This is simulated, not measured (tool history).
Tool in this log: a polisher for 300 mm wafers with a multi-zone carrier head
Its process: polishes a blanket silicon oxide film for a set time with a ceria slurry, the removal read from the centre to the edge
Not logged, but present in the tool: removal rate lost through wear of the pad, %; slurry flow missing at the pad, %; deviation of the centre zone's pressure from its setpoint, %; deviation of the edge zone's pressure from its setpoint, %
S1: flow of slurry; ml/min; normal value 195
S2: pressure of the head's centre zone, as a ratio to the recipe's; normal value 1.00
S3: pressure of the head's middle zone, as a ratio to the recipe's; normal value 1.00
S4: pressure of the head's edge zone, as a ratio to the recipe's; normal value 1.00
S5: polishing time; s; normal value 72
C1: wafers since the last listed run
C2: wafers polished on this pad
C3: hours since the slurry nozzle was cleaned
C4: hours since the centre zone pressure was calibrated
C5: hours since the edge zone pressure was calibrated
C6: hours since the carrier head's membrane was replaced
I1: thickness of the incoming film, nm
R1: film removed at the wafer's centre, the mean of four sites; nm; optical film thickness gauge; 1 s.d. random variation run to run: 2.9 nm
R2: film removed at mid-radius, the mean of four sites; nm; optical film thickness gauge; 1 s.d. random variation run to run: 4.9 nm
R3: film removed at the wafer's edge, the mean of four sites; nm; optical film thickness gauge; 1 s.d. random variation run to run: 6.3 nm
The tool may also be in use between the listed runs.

run,hour,S1,S2,S3,S4,S5,C1,C2,C3,C4,C5,C6,I1,R1,R2,R3
1,0.0,195,1.00,1.00,1.00,72,0,699,102.8,262.7,346.2,416.3,1616.0,410.1,423.6,406.8
2,92.1,195,1.00,1.00,1.00,72,656,1355,194.9,354.8,438.3,508.4,1634.9,405.0,413.3,416.2
3,136.4,195,1.00,1.00,1.00,91,315,1671,239.2,399.1,482.6,552.7,1672.3,508.7,529.7,524.8
4,197.5,195,1.00,1.00,1.00,91,435,2106,300.3,460.2,543.7,613.8,1614.8,510.6,547.3,526.5
5,292.6,195,1.00,1.00,1.00,72,677,2784,395.4,555.3,638.8,708.9,1645.4,399.6,428.5,424.3
6,336.5,195,1.00,1.00,1.00,72,312,3096,439.3,599.2,682.7,752.8,1648.4,399.6,426.4,433.2
# hour 353.7: edge zone pressure recalibrated
7,383.1,195,1.00,1.00,1.00,72,317,3414,485.9,645.8,29.4,799.4,1671.3,396.7,420.7,419.9
8,423.3,195,1.09,1.08,1.03,72,286,3701,526.1,686.0,69.6,839.6,1631.4,434.9,463.0,428.2
# hour 428.7: worn pad replaced by a new one
9,469.6,195,1.00,0.89,1.00,72,301,291,572.4,732.3,115.9,885.9,1646.3,397.5,387.4,415.9
10,564.6,155,1.07,1.11,1.00,72,676,968,667.4,827.3,210.9,980.9,1684.3,418.9,447.8,414.1
11,654.7,195,0.89,1.08,1.00,52,641,1610,757.5,917.4,301.0,1071.0,1648.8,253.0,328.4,306.0
# hour 661.1: slurry nozzle cleaned
12,728.8,195,1.00,1.00,1.00,72,520,2131,67.7,991.5,375.1,1145.1,1629.4,397.2,423.7,424.7
# hour 774.0: centre zone pressure recalibrated
13,899.0,260,1.00,1.12,0.92,52,1198,3329,237.9,125.0,545.3,1315.3,1619.3,304.8,344.6,292.2
# hour 906.6: carrier head's membrane replaced by a new one
# hour 938.1: worn pad replaced by a new one
14,993.4,195,1.00,1.00,1.00,72,608,393,332.3,219.4,639.7,86.8,1626.3,408.2,423.6,413.3
15,1098.9,165,1.05,1.11,0.93,72,751,1145,437.8,324.9,745.2,192.3,1645.8,418.7,463.6,399.6
# hour 1106.4: edge zone pressure recalibrated
16,1141.6,195,0.95,0.96,0.89,72,289,1435,480.5,367.6,35.2,235.0,1645.6,377.4,402.3,401.6
# hour 1393.0: worn pad replaced by a new one
17,1457.8,195,1.00,1.00,1.00,72,2224,461,796.7,683.8,351.4,551.2,1651.3,393.7,424.6,417.1
# hour 1461.3: slurry nozzle cleaned
18,1558.8,195,1.03,1.05,0.92,62,712,1174,97.5,784.8,452.4,652.2,1636.3,351.3,381.9,350.0
19,1650.3,220,1.07,1.07,1.00,64,651,1825,189.0,876.3,543.9,743.7,1672.9,381.3,405.6,369.0
20,1744.5,195,1.00,1.00,0.92,72,671,2497,283.2,970.5,638.1,837.9,1664.2,394.0,418.7,417.0
21,1803.9,195,1.00,1.00,1.00,72,423,2920,342.6,1029.9,697.5,897.3,1622.3,392.6,429.2,431.1
22,1854.1,195,1.04,1.07,1.08,50,357,3277,392.8,1080.1,747.7,947.5,1629.5,284.6,311.7,301.7
# hour 1857.1: centre zone pressure recalibrated
# hour 1886.7: worn pad replaced by a new one
# hour 1935.5: edge zone pressure recalibrated
23,1956.3,195,1.00,1.00,1.00,72,671,481,495.0,99.2,20.8,1049.7,1643.3,418.2,424.5,421.5

What if the next run were any one of these 3? Each begins from the tool's condition after run 23:
A,1956.8,195,1.00,1.00,1.00,81,3,485,495.5,99.7,21.3,1050.2,1640.7,?,?,?
B,1956.8,155,1.00,0.90,1.03,81,3,485,495.5,99.7,21.3,1050.2,1640.7,?,?,?
C,1956.8,195,0.88,0.91,1.07,72,3,485,495.5,99.7,21.3,1050.2,1640.7,?,?,?

run,R1,R2,R3
A,467.9,484.8,463.1
B,455.8,433.9,460.4
C,365.3,398.4,421.1
Without the tool's hidden state the same runs would have given:
run,R1,R2,R3
A,473.7,484.8,463.1
B,461.5,433.9,460.4
C,369.9,398.4,421.1

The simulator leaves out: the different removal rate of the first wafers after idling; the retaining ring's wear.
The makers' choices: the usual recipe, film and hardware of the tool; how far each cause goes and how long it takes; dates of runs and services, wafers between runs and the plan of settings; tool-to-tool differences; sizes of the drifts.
